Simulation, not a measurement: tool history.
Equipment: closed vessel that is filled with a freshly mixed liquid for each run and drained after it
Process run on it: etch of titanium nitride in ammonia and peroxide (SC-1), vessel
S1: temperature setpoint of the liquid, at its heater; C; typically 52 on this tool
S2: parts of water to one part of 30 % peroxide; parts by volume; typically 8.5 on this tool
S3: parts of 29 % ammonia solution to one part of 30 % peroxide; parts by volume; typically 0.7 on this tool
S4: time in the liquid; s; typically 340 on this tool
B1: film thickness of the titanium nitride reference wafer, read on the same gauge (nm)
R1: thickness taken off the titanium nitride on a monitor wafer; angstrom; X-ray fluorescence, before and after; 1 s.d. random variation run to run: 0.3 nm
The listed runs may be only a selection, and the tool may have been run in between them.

| run | hour | S1 | S2 | S3 | S4 | B1 | R1 |
|---|---|---|---|---|---|---|---|
| 1 | 0 | 52 | 8.5 | 0.5 | 340 | 60.06 | 244 |
| 2 | 26.7 | 52 | 10 | 0.7 | 340 | 60.04 | 236.7 |
|  | 48 | new drum of ammonia solution connected |
| 3 | 57.9 | 52 | 10 | 0.7 | 340 | 59.97 | 239 |
|  | 61.5 | thermometer replaced |
| 4 | 90.8 | 52 | 8.5 | 0.7 | 340 | 60.02 | 313.5 |
| 5 | 117.8 | 46 | 8.5 | 0.7 | 340 | 59.97 | 202 |
| 6 | 134.3 | 47 | 8.5 | 0.45 | 275 | 59.95 | 161.7 |
| 7 | 154.4 | 60 | 10 | 0.4 | 230 | 59.97 | 294 |
| 8 | 168.7 | 46 | 8.5 | 0.35 | 340 | 60 | 177.9 |
| 9 | 182.3 | 52 | 8.5 | 0.5 | 340 | 60.01 | 288 |
| 10 | 209 | 57 | 8.5 | 0.95 | 465 | 59.97 | 601.7 |
| 11 | 226.9 | 52 | 8.5 | 0.7 | 340 | 59.99 | 303.5 |
| 12 | 250.4 | 52 | 8.5 | 0.9 | 340 | 60 | 317.5 |
|  | 262.1 | ammonia flow meter replaced |
| 13 | 266.8 | 43 | 9.5 | 0.5 | 525 | 60.03 | 219.9 |
| 14 | 299 | 46 | 8.5 | 0.35 | 340 | 60 | 177.9 |
|  | 312 | gauge calibrated |
| 15 | 327.8 | 61 | 11.5 | 0.7 | 340 | 60.01 | 472.5 |
| 16 | 348.2 | 52 | 8.5 | 0.7 | 210 | 60.05 | 187.2 |
| 17 | 365.6 | 58 | 12 | 0.7 | 340 | 60 | 373.6 |
| 18 | 379.1 | 52 | 8.5 | 1 | 340 | 60.04 | 318.5 |
| 19 | 414.5 | 60.5 | 6 | 0.9 | 225 | 60.03 | 437.6 |
| 20 | 430.8 | 52 | 12 | 0.7 | 340 | 59.97 | 251.7 |
| 21 | 455.1 | 52 | 8.5 | 1 | 510 | 60.02 | 474.3 |
| 22 | 489.1 | 52 | 8.5 | 0.7 | 340 | 60.03 | 298.9 |
| 23 | 508.7 | 52 | 8.5 | 0.7 | 340 | 59.99 | 298.4 |
| 24 | 533.7 | 47 | 8.5 | 0.7 | 340 | 60 | 208.4 |
| 25 | 568.8 | 52 | 8.5 | 0.7 | 340 | 60.02 | 300.2 |
| 26 | 586.6 | 58.5 | 8.5 | 0.85 | 340 | 60.03 | 468.4 |
| 27 | 603.2 | 52 | 8.5 | 0.7 | 340 | 60 | 297.7 |

Forecast each of these 5 alternatives for the next run:
| A | 603.9 | 43 | 8.5 | 0.7 | 340 | ? | ? |
| B | 603.9 | 49 | 8.5 | 0.7 | 340 | ? | ? |
| C | 603.9 | 52 | 11.5 | 0.95 | 340 | ? | ? |
| D | 603.9 | 52 | 8.5 | 0.7 | 435 | ? | ? |
| E | 603.9 | 44 | 7.5 | 0.8 | 470 | ? | ? |

| run | B1 | R1 |
|---|---|---|
| A | 59.99 | 157.8 |
| B | 59.99 | 242.7 |
| C | 59.99 | 269.5 |
| D | 59.99 | 382.9 |
| E | 59.99 | 254.7 |
With the hidden condition removed and each run's random variation left untouched, the same runs would have given:
| run | R1 |
|---|---|
| A | 167 |
| B | 256.4 |
| C | 284.4 |
| D | 404.1 |
| E | 269.5 |
